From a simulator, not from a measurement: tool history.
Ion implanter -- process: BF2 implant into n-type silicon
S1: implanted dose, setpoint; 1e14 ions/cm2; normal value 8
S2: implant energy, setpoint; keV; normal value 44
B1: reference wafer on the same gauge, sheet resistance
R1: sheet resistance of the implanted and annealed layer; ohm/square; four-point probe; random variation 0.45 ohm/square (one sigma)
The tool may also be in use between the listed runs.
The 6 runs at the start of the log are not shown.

| run | hour | S1 | S2 | B1 | R1 |
|---|---|---|---|---|---|
| 7 | 404.5 | 8 | 44 | 126 | 149.59 |
| 8 | 475.6 | 8 | 44 | 126.05 | 149.47 |
| 9 | 545 | 8 | 44 | 125.98 | 149.64 |
| 10 | 598.7 | 8 | 44 | 126.09 | 149.14 |
| 11 | 852 | 8 | 44 | 125.98 | 147.09 |
| 12 | 909.8 | 8 | 44 | 126.02 | 147.06 |
|  | 940.3 | extraction supply calibrated |
| 13 | 1004.8 | 6.19 | 44 | 125.9 | 184.2 |
| 14 | 1051.8 | 5.86 | 52.5 | 126.09 | 189.92 |
| 15 | 1134.7 | 8 | 44 | 126.05 | 146.44 |
|  | 1187.2 | Faraday cup replaced and dose calibrated |
| 16 | 1237.6 | 8 | 44 | 125.82 | 152.08 |
|  | 1243.2 | gauge calibrated |
| 17 | 1322.5 | 8 | 37.5 | 126.07 | 154.59 |
| 18 | 1408.5 | 8 | 50 | 125.98 | 148.8 |
| 19 | 1483.9 | 8.78 | 44 | 126.02 | 139.59 |

Run 20 has not been measured yet. What should we expect?
| 20 | 1569.9 | 9.15 | 44 | ? | ? |

{"run 20": {"B1": 125.88, "R1": 135.52}}
Had the tool carried no hidden state, the very same run would have given R1 135.81 ohm/square.
